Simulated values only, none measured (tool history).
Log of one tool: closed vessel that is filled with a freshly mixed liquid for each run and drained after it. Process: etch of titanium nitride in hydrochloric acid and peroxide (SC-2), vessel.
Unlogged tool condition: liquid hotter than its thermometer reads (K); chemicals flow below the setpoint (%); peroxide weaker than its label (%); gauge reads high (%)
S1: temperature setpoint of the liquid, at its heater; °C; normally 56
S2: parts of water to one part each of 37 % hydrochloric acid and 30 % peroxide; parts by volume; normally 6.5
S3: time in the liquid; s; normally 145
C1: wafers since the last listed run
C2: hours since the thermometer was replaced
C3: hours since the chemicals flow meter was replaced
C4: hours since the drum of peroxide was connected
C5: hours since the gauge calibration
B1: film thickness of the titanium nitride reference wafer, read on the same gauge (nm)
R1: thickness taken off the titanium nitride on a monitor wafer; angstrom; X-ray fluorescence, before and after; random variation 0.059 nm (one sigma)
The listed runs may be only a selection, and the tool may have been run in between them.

run,day,S1,S2,S3,C1,C2,C3,C4,C5,B1,R1
1,0,56,6.5,145,0,425.9,2525.7,418.2,165.2,120,103.5
2,0.767,56,6.5,145,1613,444.3,2544.1,436.6,183.6,120,102.6
3,1.85,56,6.5,145,2280,470.3,2570.1,462.6,209.6,119.99,101.8
4,2.946,56,7.5,145,2306,496.6,2596.4,488.9,235.9,119.99,91
5,4.371,56,6,145,2999,530.8,2630.6,523.1,270.1,120.02,107.6
6,5.046,56,6,145,1420,547,2646.8,539.3,286.3,120.01,108.8
7,5.7,56,6.5,145,1376,562.7,2662.5,555,302,120,101.3
8,6.617,56,6.5,145,1929,584.7,2684.5,577,324,120.01,101.9
# day 7.425: chemicals flow meter replaced
9,7.65,56,6.5,145,2087,609.5,5.4,601.8,348.8,119.99,101.1
10,8.633,56,6.5,145,2069,633.1,29,625.4,372.4,120.01,100.4
11,9.883,56,6.5,145,2630,663.1,59,655.4,402.4,120.03,101.1
12,11.312,56,6.5,145,3008,697.4,93.3,689.7,436.7,120.02,100.7
# day 12.492: gauge calibrated
13,12.767,53,8,75,3060,732.3,128.2,724.6,6.6,119.99,36.3
# day 13.396: new drum of peroxide connected
14,14.15,56,6.5,145,2823,765.5,161.4,18.1,39.8,120.01,107.3
# day 14.896: thermometer replaced
15,15.229,56,5.5,145,2183,8,187.3,44,65.7,119.99,121.1
16,16.675,56,6.5,120,3043,42.7,222,78.7,100.4,119.98,88.8
17,18.008,51.5,7.5,205,2806,74.7,254,110.7,132.4,120.01,100.3
18,18.812,60,6.5,145,1692,94,273.3,130,151.7,120.01,137.5
19,21.121,46,9,70,4858,149.4,328.7,185.4,207.1,119.96,20.3
20,21.821,56,6.5,70,1473,166.2,345.5,202.2,223.9,120.02,50.9

Run 21, settings as shown, results not yet in. Your forecast:
21,22.658,49,5.5,145,1762,186.3,365.6,222.3,244,?,?

{"run 21": {"B1": 120, "R1": 75.8}}
On a tool with no hidden condition, and with the same random variation, this run would have come out at R1 77.8 angstrom.

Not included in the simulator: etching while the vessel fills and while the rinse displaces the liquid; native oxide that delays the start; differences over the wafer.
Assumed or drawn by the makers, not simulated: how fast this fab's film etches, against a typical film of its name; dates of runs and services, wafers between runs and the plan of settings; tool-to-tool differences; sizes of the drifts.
